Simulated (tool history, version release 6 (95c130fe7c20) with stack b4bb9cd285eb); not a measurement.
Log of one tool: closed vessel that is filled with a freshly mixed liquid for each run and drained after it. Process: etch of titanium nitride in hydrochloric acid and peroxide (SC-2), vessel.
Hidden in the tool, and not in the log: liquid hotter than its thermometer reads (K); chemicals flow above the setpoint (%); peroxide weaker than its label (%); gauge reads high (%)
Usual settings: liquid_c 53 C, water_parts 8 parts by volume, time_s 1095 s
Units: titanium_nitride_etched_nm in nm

run    hour  liquid_c  water_parts  time_s  wafers since the last listed run  hours since the thermometer was replaced  hours since the chemicals flow meter was replaced  hours since the drum of peroxide was connected  hours since the gauge calibration  read-back film thickness of the titanium nitride reference wafer, read on the same gauge (nm)  titanium_nitride_etched_nm
  1       0        53            8     905                                 0                                    1042.1                                              412.5                                           252.5                                166                                                                                         110.21                       42.88
  2    96.2        53            8     905                              5008                                    1138.3                                              508.7                                           348.7                              262.2                                                                                         110.31                       42.69
  3   203.3        53            8     905                              5576                                    1245.4                                              615.8                                           455.8                              369.3                                                                                         110.46                       42.85
  4   252.8        53            9    1095                              2577                                    1294.9                                              665.3                                           505.3                              418.8                                                                                         110.53                        47.1
      311.3  -- chemicals flow meter replaced
  5   509.7        53         10.5    1095                             13323                                    1551.8                                              198.4                                           762.2                              675.7                                                                                         110.84                       41.53
  6     582        53         10.5    1095                              3764                                    1624.1                                              270.7                                           834.5                                748                                                                                         110.91                       41.96
  7   689.6        53          6.5    1095                              5602                                    1731.7                                              378.3                                           942.1                              855.6                                                                                         111.04                       61.28
      776.1  -- new drum of peroxide connected
  8     780        53          6.5    1095                              4654                                    1822.1                                              468.7                                             3.9                                946                                                                                         111.16                       62.04
  9   821.6        53          6.5    1095                              2165                                    1863.7                                              510.3                                            45.5                              987.6                                                                                         111.22                        61.6
 10   905.4        53            8    1095                              4363                                    1947.5                                              594.1                                           129.3                             1071.4                                                                                         111.32                       52.15
 11   942.3        53           10    1095                              1921                                    1984.4                                                631                                           166.2                             1108.3                                                                                         111.36                       43.79
     1005.1  -- chemicals flow meter replaced
 12  1030.2      62.5          6.5     570                              4524                                    2072.3                                               25.1                                           254.1                             1196.2                                                                                         111.48                       58.65
     1049.2  -- thermometer replaced
     1070.6  -- gauge calibrated
 13  1101.9      60.5            8    1095                              3681                                      52.7                                               96.8                                           325.8                               31.3                                                                                         109.71                       83.37
 14  1196.4        53            8    1095                              4920                                     147.2                                              191.3                                           420.3                              125.8                                                                                         109.81                       51.51
 15  1266.2        53            8    1095                              3634                                       217                                              261.1                                           490.1                              195.6                                                                                         109.88                       51.61
 16  1345.4        53          6.5    1640                              4123                                     296.2                                              340.3                                           569.3                              274.8                                                                                            110                       91.34
 17  1386.9        57           11     490                              2160                                     337.7                                              381.8                                           610.8                              316.3                                                                                         110.05                        23.1
 18  1457.7        60         11.5     595                              3686                                     408.5                                              452.6                                           681.6                              387.1                                                                                         110.13                       32.38
 19  1532.3      49.5            8    1095                              3884                                     483.1                                              527.2                                           756.2                              461.7                                                                                         110.22                       40.92

5 ways to go on from here, each from the tool as it stands after run 19. What would each give?
  A  1533.3        53            8    1095                                52                                     484.1                                              528.2                                           757.2                              462.7                                                                                              ?                           ?
  B  1533.3        49            8    1095                                52                                     484.1                                              528.2                                           757.2                              462.7                                                                                              ?                           ?
  C  1533.3      57.5          6.5     610                                52                                     484.1                                              528.2                                           757.2                              462.7                                                                                              ?                           ?
  D  1533.3        53           12    1695                                52                                     484.1                                              528.2                                           757.2                              462.7                                                                                              ?                           ?
  E  1533.3        46         11.5    1095                                52                                     484.1                                              528.2                                           757.2                              462.7                                                                                              ?                           ?

run  read-back film thickness of the titanium nitride reference wafer, read on the same gauge (nm)  titanium_nitride_etched_nm
  A                                                                                         110.23                       51.81
  B                                                                                         110.23                       39.75
  C                                                                                         110.23                       45.41
  D                                                                                         110.23                       57.29
  E                                                                                         110.23                       24.03
Without the tool's hidden state the same runs would have given:
run  titanium_nitride_etched_nm
  A                       51.71
  B                       39.67
  C                       45.32
  D                       57.17
  E                       23.98
